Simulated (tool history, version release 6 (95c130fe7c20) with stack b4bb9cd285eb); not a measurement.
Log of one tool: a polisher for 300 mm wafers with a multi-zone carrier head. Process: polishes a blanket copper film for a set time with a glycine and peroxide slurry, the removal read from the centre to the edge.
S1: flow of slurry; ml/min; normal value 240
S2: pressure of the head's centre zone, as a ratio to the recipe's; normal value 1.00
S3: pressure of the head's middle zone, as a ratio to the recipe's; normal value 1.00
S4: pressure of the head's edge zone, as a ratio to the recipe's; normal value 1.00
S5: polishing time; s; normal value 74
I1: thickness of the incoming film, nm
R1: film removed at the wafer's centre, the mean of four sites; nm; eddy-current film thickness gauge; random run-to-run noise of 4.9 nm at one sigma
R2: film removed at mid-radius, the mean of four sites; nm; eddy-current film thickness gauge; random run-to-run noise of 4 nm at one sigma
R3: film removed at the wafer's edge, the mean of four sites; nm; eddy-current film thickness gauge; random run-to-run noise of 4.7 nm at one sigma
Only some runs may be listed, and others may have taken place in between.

run 1 hour=0.0 | S1=240 S2=1.00 S3=1.04 S4=1.00 S5=74 | I1=2314.0 | R1=448.5 R2=448.8 R3=444.0
run 2 hour=15.6 | S1=240 S2=1.08 S3=1.00 S4=1.00 S5=74 | I1=2330.7 | R1=461.7 R2=431.3 R3=432.8
run 3 hour=23.6 | S1=240 S2=1.08 S3=1.00 S4=1.00 S5=74 | I1=2356.0 | R1=456.4 R2=427.4 R3=434.0
run 4 hour=31.1 | S1=240 S2=1.00 S3=1.00 S4=1.00 S5=74 | I1=2350.7 | R1=428.3 R2=435.6 R3=429.2
run 5 hour=46.2 | S1=240 S2=1.00 S3=1.00 S4=1.00 S5=74 | I1=2325.8 | R1=430.1 R2=419.6 R3=412.1
run 6 hour=54.2 | S1=210 S2=1.00 S3=1.00 S4=0.96 S5=74 | I1=2328.2 | R1=415.9 R2=415.9 R3=418.7
run 7 hour=62.2 | S1=210 S2=1.00 S3=1.00 S4=0.96 S5=74 | I1=2318.8 | R1=414.4 R2=410.9 R3=414.6
run 8 hour=70.6 | S1=240 S2=1.00 S3=1.00 S4=1.00 S5=59 | I1=2362.0 | R1=336.6 R2=327.5 R3=334.3
-- hour=85.5 slurry nozzle cleaned
-- hour=86.1 worn pad replaced by a new one
run 9 hour=88.1 | S1=240 S2=1.00 S3=1.00 S4=0.95 S5=74 | I1=2384.2 | R1=448.4 R2=444.9 R3=426.2
run 10 hour=95.6 | S1=240 S2=1.00 S3=1.00 S4=1.00 S5=74 | I1=2342.6 | R1=440.6 R2=439.4 R3=436.4
-- hour=101.5 carrier head's membrane replaced by a new one
run 11 hour=109.8 | S1=240 S2=1.00 S3=1.00 S4=1.10 S5=74 | I1=2352.6 | R1=439.4 R2=435.1 R3=445.7
run 12 hour=125.6 | S1=240 S2=1.00 S3=1.00 S4=1.05 S5=94 | I1=2353.6 | R1=541.7 R2=537.3 R3=543.7
-- hour=129.2 edge zone pressure recalibrated
run 13 hour=139.1 | S1=240 S2=1.11 S3=1.00 S4=1.00 S5=74 | I1=2325.8 | R1=455.9 R2=419.7 R3=418.9
run 14 hour=155.2 | S1=240 S2=1.00 S3=1.00 S4=1.00 S5=74 | I1=2351.5 | R1=413.0 R2=422.0 R3=414.6
run 15 hour=165.2 | S1=170 S2=1.00 S3=1.00 S4=0.93 S5=74 | I1=2320.2 | R1=397.9 R2=397.1 R3=381.7
-- hour=174.5 worn pad replaced by a new one
run 16 hour=175.1 | S1=240 S2=1.00 S3=1.00 S4=1.00 S5=57 | I1=2348.2 | R1=341.5 R2=342.9 R3=344.6
-- hour=181.7 centre zone pressure recalibrated
run 17 hour=191.8 | S1=240 S2=1.00 S3=1.00 S4=1.00 S5=48 | I1=2391.1 | R1=283.8 R2=278.7 R3=272.1
run 18 hour=199.0 | S1=215 S2=0.96 S3=1.00 S4=1.00 S5=74 | I1=2372.3 | R1=408.5 R2=417.5 R3=427.9
run 19 hour=206.0 | S1=205 S2=0.94 S3=0.89 S4=1.00 S5=62 | I1=2349.8 | R1=340.4 R2=324.4 R3=348.4
run 20 hour=222.0 | S1=240 S2=1.00 S3=1.00 S4=1.00 S5=74 | I1=2370.3 | R1=415.7 R2=419.5 R3=427.4
run 21 hour=236.3 | S1=240 S2=1.04 S3=1.00 S4=0.93 S5=74 | I1=2302.8 | R1=425.3 R2=419.0 R3=407.2
run 22 hour=247.7 | S1=240 S2=1.00 S3=0.95 S4=1.00 S5=74 | I1=2382.0 | R1=418.9 R2=404.9 R3=413.1
-- hour=263.4 worn pad replaced by a new one
run 23 hour=263.9 | S1=240 S2=1.00 S3=1.07 S4=0.92 S5=74 | I1=2390.0 | R1=454.6 R2=476.5 R3=436.9

Each row is a separate what-if for the run after 23, all from the same tool condition, not one after another. Results?
run A hour=264.3 | S1=240 S2=1.00 S3=1.00 S4=1.00 S5=74 | I1=2300.9 | R1=? R2=? R3=?
run B hour=264.3 | S1=290 S2=1.00 S3=0.93 S4=1.00 S5=74 | I1=2300.9 | R1=? R2=? R3=?
run C hour=264.3 | S1=240 S2=0.95 S3=1.00 S4=1.00 S5=74 | I1=2300.9 | R1=? R2=? R3=?

run=A R1=447.9 R2=449.0 R3=433.9
run=B R1=459.1 R2=438.0 R3=441.8
run=C R1=435.6 R2=449.0 R3=433.9
What these runs would have given with no unlogged condition in the tool:
run=A R1=449.9 R2=451.0 R3=435.8
run=B R1=461.2 R2=440.0 R3=443.7
run=C R1=437.6 R2=451.1 R3=435.8
